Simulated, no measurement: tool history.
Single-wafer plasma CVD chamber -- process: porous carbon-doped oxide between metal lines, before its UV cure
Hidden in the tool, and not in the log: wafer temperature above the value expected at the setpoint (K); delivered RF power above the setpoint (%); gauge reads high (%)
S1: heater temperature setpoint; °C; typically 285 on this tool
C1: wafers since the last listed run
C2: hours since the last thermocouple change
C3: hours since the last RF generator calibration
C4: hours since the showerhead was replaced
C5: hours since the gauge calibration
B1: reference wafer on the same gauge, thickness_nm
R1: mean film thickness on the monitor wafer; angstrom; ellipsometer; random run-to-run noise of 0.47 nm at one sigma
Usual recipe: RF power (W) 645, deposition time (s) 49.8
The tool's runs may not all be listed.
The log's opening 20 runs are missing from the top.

At hour 256.3: thermocouple changed; heater temperature recalibrated.
At hour 269.7: RF generator calibrated.
Run 21, hour 270.0: usual settings but RF power (W) 565, deposition time (s) 52.7; C1 124; C2 13.7; C3 0.3; C4 8387.4; C5 46.7; B1 346.907. Result: R1 2952.74 angstrom.
Run 22, hour 283.0: usual settings; C1 135; C2 26.7; C3 13.3; C4 8400.4; C5 59.7; B1 347.072. Result: R1 3142.24 angstrom.
Run 23, hour 290.9: usual settings; C1 82; C2 34.6; C3 21.2; C4 8408.3; C5 67.6; B1 347.062. Result: R1 3137.84 angstrom.
At hour 303.2: showerhead replaced.
Run 24, hour 303.7: usual settings but S1 295 °C, deposition time (s) 39.9; C1 49; C2 47.4; C3 34.0; C4 0.5; C5 80.4; B1 346.812. Result: R1 2373.93 angstrom.
Run 25, hour 311.5: usual settings; C1 81; C2 55.2; C3 41.8; C4 8.3; C5 88.2; B1 347.049. Result: R1 3139.26 angstrom.
Run 26, hour 325.5: usual settings but S1 290 °C, RF power (W) 750, deposition time (s) 44.2; C1 145; C2 69.2; C3 55.8; C4 22.3; C5 102.2; B1 346.788. Result: R1 3060.88 angstrom.
Run 27, hour 335.6: usual settings but RF power (W) 740, deposition time (s) 58.5; C1 104; C2 79.3; C3 65.9; C4 32.4; C5 112.3; B1 346.875. Result: R1 4115.15 angstrom.
Run 28, hour 349.8: usual settings but S1 292 °C, deposition time (s) 56.8; C1 147; C2 93.5; C3 80.1; C4 46.6; C5 126.5; B1 347.225. Result: R1 3408.91 angstrom.
Run 29, hour 356.5: usual settings; C1 69; C2 100.2; C3 86.8; C4 53.3; C5 133.2; B1 346.863. Result: R1 3120.70 angstrom.
Run 30, hour 367.0: usual settings but S1 279 °C, deposition time (s) 53.5; C1 109; C2 110.7; C3 97.3; C4 63.8; C5 143.7; B1 346.985. Result: R1 3474.63 angstrom.
Run 31, hour 391.8: usual settings but S1 277 °C; C1 257; C2 135.5; C3 122.1; C4 88.6; C5 168.5; B1 347.074. Result: R1 3281.37 angstrom.
Run 32, hour 407.0: usual settings but deposition time (s) 57.8; C1 157; C2 150.7; C3 137.3; C4 103.8; C5 183.7; B1 347.127. Result: R1 3586.47 angstrom.
Run 33, hour 423.3: usual settings; C1 169; C2 167.0; C3 153.6; C4 120.1; C5 200.0; B1 346.879. Result: R1 3111.16 angstrom.

Branching from run 33: 3 alternative next runs. What would each branch give?
Run A, hour 423.7: usual settings; C1 4; C2 167.4; C3 154.0; C4 120.5; C5 200.4; B1 ?. Result: R1 ?.
Run B, hour 423.7: usual settings but RF power (W) 710, deposition time (s) 55.7; C1 4; C2 167.4; C3 154.0; C4 120.5; C5 200.4; B1 ?. Result: R1 ?.
Run C, hour 423.7: usual settings but S1 272 °C, deposition time (s) 45.6; C1 4; C2 167.4; C3 154.0; C4 120.5; C5 200.4; B1 ?. Result: R1 ?.

run       B1       R1
  A  346.982  3102.08
  B  346.982  3753.29
  C  346.982  3104.20
The same runs, with their run-to-run variation unchanged, on a tool lacking any hidden condition would have given:
run       R1
  A  3148.06
  B  3808.10
  C  3150.36
